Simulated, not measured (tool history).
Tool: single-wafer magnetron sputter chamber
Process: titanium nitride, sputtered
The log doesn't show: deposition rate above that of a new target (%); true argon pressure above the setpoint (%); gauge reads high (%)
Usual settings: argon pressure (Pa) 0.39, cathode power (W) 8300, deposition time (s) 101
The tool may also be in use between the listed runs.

run	hour	argon pressure (Pa)	cathode power (W)	deposition time (s)	wafers since the last listed run	wafers on the sputter target	hours since the last manometer calibration	hours since the magnet pack was replaced	hours since the gauge calibration	read-back reference wafer on the same gauge, thickness_nm	mean film thickness on the monitor wafer (angstrom)
1	0	0.39	9700	94	0	789	962.9	8146.6	486	149.771	1537.39
2	45.6	0.39	8300	101	422	1212	1008.5	8192.2	531.6	150.198	1454.02
3	104.8	0.39	8300	101	548	1760	1067.7	8251.4	590.8	149.972	1462.18
4	178.2	0.39	8300	101	679	2440	1141.1	8324.8	664.2	149.987	1456.07
5	235.3	0.39	9400	101	528	2968	1198.2	8381.9	721.3	150.078	1596.85
6	288.1	0.39	9400	101	488	3457	1251	8434.7	774.1	150.127	1606.44
7	342	0.39	6900	113	499	3957	1304.9	8488.6	828	150.035	1430.61
8	430.7	0.39	8300	101	821	4778	1393.6	8577.3	916.7	149.82	1467.83
# hour 506.8: sputter target and shields replaced
9	507.3	0.39	8300	101	635	4	1470.2	8653.9	993.3	149.837	1458.53
# hour 683.9: magnet pack replaced
10	783	0.39	8300	101	2479	2483	1745.9	99.1	1269	150.3	1447.07
11	868.7	0.39	9500	101	793	3277	1831.6	184.8	1354.7	150.007	1605.82
12	914.7	0.267	6450	83	425	3703	1877.6	230.8	1400.7	149.933	1066.45
# hour 948.2: capacitance manometer re-zeroed and calibrated
13	1012.2	0.481	8950	116	828	4531	64	328.3	1498.2	149.912	1740.48
14	1076.3	0.39	8300	101	593	5125	128.1	392.4	1562.3	149.985	1468.43
15	1135.3	0.39	8300	101	546	5671	187.1	451.4	1621.3	149.846	1480.68
# hour 1190: sputter target and shields replaced
16	1391.6	0.39	7550	111	2299	1866	443.4	707.7	1877.6	150.025	1513.91
17	1483.1	0.514	6800	107	847	2713	534.9	799.2	1969.1	149.79	1262.46
# hour 1501.4: gauge calibrated
18	1554.2	0.285	8300	94	658	3372	606	870.3	52.8	149.669	1430.41
19	1646	0.51	10050	90	850	4222	697.8	962.1	144.6	150.032	1428.11
20	1689.2	0.484	10050	101	400	4622	741	1005.3	187.8	149.952	1612.48
21	1765.4	0.39	8300	88	705	5328	817.2	1081.5	264	150.121	1270.42
22	1832	0.308	8300	101	616	5944	883.8	1148.1	330.6	150.095	1523.3
# hour 1889.9: sputter target and shields replaced
23	1919.1	0.279	10000	120	732	270	970.9	1235.2	417.7	149.814	2119.12

3 ways to go on from here, each from the tool as it stands after run 23. What would each give?
A	1919.5	0.39	6500	101	3	273	971.3	1235.6	418.1	?	?
B	1919.5	0.39	8850	85	3	273	971.3	1235.6	418.1	?	?
C	1919.5	0.478	8950	115	3	273	971.3	1235.6	418.1	?	?

run	read-back reference wafer on the same gauge, thickness_nm	mean film thickness on the monitor wafer (angstrom)
A	149.88	1208.13
B	149.88	1277.64
C	149.88	1666.42
Without the tool's hidden state the same runs would have given:
run	mean film thickness on the monitor wafer (angstrom)
A	1236.98
B	1308.14
C	1716.5
